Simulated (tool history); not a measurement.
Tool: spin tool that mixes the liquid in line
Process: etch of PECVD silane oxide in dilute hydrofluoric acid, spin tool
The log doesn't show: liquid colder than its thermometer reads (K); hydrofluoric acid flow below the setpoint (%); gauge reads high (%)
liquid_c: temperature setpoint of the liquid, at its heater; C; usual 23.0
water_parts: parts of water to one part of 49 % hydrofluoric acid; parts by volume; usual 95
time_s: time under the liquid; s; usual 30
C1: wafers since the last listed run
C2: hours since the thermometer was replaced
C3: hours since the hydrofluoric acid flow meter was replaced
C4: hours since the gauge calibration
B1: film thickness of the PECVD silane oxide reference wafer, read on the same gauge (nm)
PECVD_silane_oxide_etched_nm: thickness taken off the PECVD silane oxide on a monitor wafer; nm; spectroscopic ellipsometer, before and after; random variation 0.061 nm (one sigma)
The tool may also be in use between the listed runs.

{"run": 1, "hour": 0.0, "liquid_c": 23.0, "water_parts": 95, "time_s": 30, "C1": 0, "C2": 1765.7, "C3": 1529.2, "C4": 1234.1, "B1": 95.78, "PECVD_silane_oxide_etched_nm": 6.98}
{"run": 2, "hour": 45.6, "liquid_c": 23.0, "water_parts": 95, "time_s": 30, "C1": 744, "C2": 1811.3, "C3": 1574.8, "C4": 1279.7, "B1": 95.84, "PECVD_silane_oxide_etched_nm": 6.93}
{"run": 3, "hour": 93.2, "liquid_c": 23.0, "water_parts": 95, "time_s": 30, "C1": 777, "C2": 1858.9, "C3": 1622.4, "C4": 1327.3, "B1": 95.94, "PECVD_silane_oxide_etched_nm": 6.95}
{"run": 4, "hour": 155.8, "liquid_c": 23.0, "water_parts": 95, "time_s": 45, "C1": 1021, "C2": 1921.5, "C3": 1685.0, "C4": 1389.9, "B1": 96.06, "PECVD_silane_oxide_etched_nm": 10.26}
{"run": 5, "hour": 197.7, "liquid_c": 23.0, "water_parts": 95, "time_s": 30, "C1": 683, "C2": 1963.4, "C3": 1726.9, "C4": 1431.8, "B1": 96.02, "PECVD_silane_oxide_etched_nm": 6.85}
{"run": 6, "hour": 265.9, "liquid_c": 23.0, "water_parts": 95, "time_s": 30, "C1": 1113, "C2": 2031.6, "C3": 1795.1, "C4": 1500.0, "B1": 96.08, "PECVD_silane_oxide_etched_nm": 6.83}
{"hour": 496.1, "done": "hydrofluoric acid flow meter replaced"}
{"hour": 503.2, "done": "gauge calibrated"}
{"run": 7, "hour": 533.4, "liquid_c": 23.0, "water_parts": 95, "time_s": 30, "C1": 4350, "C2": 2299.1, "C3": 37.3, "C4": 30.2, "B1": 89.59, "PECVD_silane_oxide_etched_nm": 6.47}
{"run": 8, "hour": 576.0, "liquid_c": 23.0, "water_parts": 105, "time_s": 15, "C1": 695, "C2": 2341.7, "C3": 79.9, "C4": 72.8, "B1": 90.05, "PECVD_silane_oxide_etched_nm": 2.92}
{"hour": 647.1, "done": "thermometer replaced"}
{"run": 9, "hour": 649.2, "liquid_c": 23.0, "water_parts": 95, "time_s": 30, "C1": 1178, "C2": 2.1, "C3": 153.1, "C4": 146.0, "B1": 90.74, "PECVD_silane_oxide_etched_nm": 6.61}
{"run": 10, "hour": 706.0, "liquid_c": 23.0, "water_parts": 95, "time_s": 30, "C1": 927, "C2": 58.9, "C3": 209.9, "C4": 202.8, "B1": 91.2, "PECVD_silane_oxide_etched_nm": 6.5}
{"run": 11, "hour": 742.1, "liquid_c": 23.0, "water_parts": 95, "time_s": 30, "C1": 589, "C2": 95.0, "C3": 246.0, "C4": 238.9, "B1": 91.47, "PECVD_silane_oxide_etched_nm": 6.57}
{"run": 12, "hour": 785.1, "liquid_c": 23.0, "water_parts": 95, "time_s": 30, "C1": 701, "C2": 138.0, "C3": 289.0, "C4": 281.9, "B1": 91.79, "PECVD_silane_oxide_etched_nm": 6.53}
{"run": 13, "hour": 828.4, "liquid_c": 25.5, "water_parts": 95, "time_s": 30, "C1": 706, "C2": 181.3, "C3": 332.3, "C4": 325.2, "B1": 92.09, "PECVD_silane_oxide_etched_nm": 7.34}
{"run": 14, "hour": 897.6, "liquid_c": 23.0, "water_parts": 60, "time_s": 45, "C1": 1129, "C2": 250.5, "C3": 401.5, "C4": 394.4, "B1": 92.49, "PECVD_silane_oxide_etched_nm": 16.5}
{"run": 15, "hour": 938.2, "liquid_c": 27.5, "water_parts": 80, "time_s": 15, "C1": 662, "C2": 291.1, "C3": 442.1, "C4": 435.0, "B1": 92.75, "PECVD_silane_oxide_etched_nm": 4.86}
{"run": 16, "hour": 1016.7, "liquid_c": 23.0, "water_parts": 135, "time_s": 45, "C1": 1281, "C2": 369.6, "C3": 520.6, "C4": 513.5, "B1": 93.11, "PECVD_silane_oxide_etched_nm": 6.73}
{"run": 17, "hour": 1089.3, "liquid_c": 27.0, "water_parts": 70, "time_s": 15, "C1": 1185, "C2": 442.2, "C3": 593.2, "C4": 586.1, "B1": 93.41, "PECVD_silane_oxide_etched_nm": 5.6}
{"run": 18, "hour": 1193.5, "liquid_c": 23.0, "water_parts": 95, "time_s": 30, "C1": 1700, "C2": 546.4, "C3": 697.4, "C4": 690.3, "B1": 93.75, "PECVD_silane_oxide_etched_nm": 6.64}
{"run": 19, "hour": 1231.5, "liquid_c": 26.5, "water_parts": 95, "time_s": 20, "C1": 620, "C2": 584.4, "C3": 735.4, "C4": 728.3, "B1": 93.89, "PECVD_silane_oxide_etched_nm": 5.18}
{"run": 20, "hour": 1302.4, "liquid_c": 23.0, "water_parts": 95, "time_s": 35, "C1": 1157, "C2": 655.3, "C3": 806.3, "C4": 799.2, "B1": 94.15, "PECVD_silane_oxide_etched_nm": 8.04}
{"run": 21, "hour": 1342.6, "liquid_c": 23.0, "water_parts": 95, "time_s": 30, "C1": 656, "C2": 695.5, "C3": 846.5, "C4": 839.4, "B1": 94.22, "PECVD_silane_oxide_etched_nm": 6.71}
{"run": 22, "hour": 1413.4, "liquid_c": 23.0, "water_parts": 95, "time_s": 30, "C1": 1155, "C2": 766.3, "C3": 917.3, "C4": 910.2, "B1": 94.38, "PECVD_silane_oxide_etched_nm": 6.78}
{"run": 23, "hour": 1460.9, "liquid_c": 21.5, "water_parts": 140, "time_s": 20, "C1": 775, "C2": 813.8, "C3": 964.8, "C4": 957.7, "B1": 94.54, "PECVD_silane_oxide_etched_nm": 2.7}
{"run": 24, "hour": 1503.5, "liquid_c": 25.5, "water_parts": 50, "time_s": 50, "C1": 695, "C2": 856.4, "C3": 1007.4, "C4": 1000.3, "B1": 94.59, "PECVD_silane_oxide_etched_nm": 25.69}

Hidden state at the last listed run before each entry between runs and at the first one after, where it differs:
Between runs 6 and 7: hydrofluoric acid flow meter replaced (hour 496.1); gauge calibrated (hour 503.2)
  gauge reads high (%): 6.77 -> -0.438
  measured less the result without the state, PECVD_silane_oxide_etched_nm: +0.43 -> -0.03 nm
Between runs 8 and 9: thermometer replaced (hour 647.1)
  gauge reads high (%): 0.0532 -> 0.815
  measured less the result without the state, PECVD_silane_oxide_etched_nm: +0.00 -> +0.06 nm
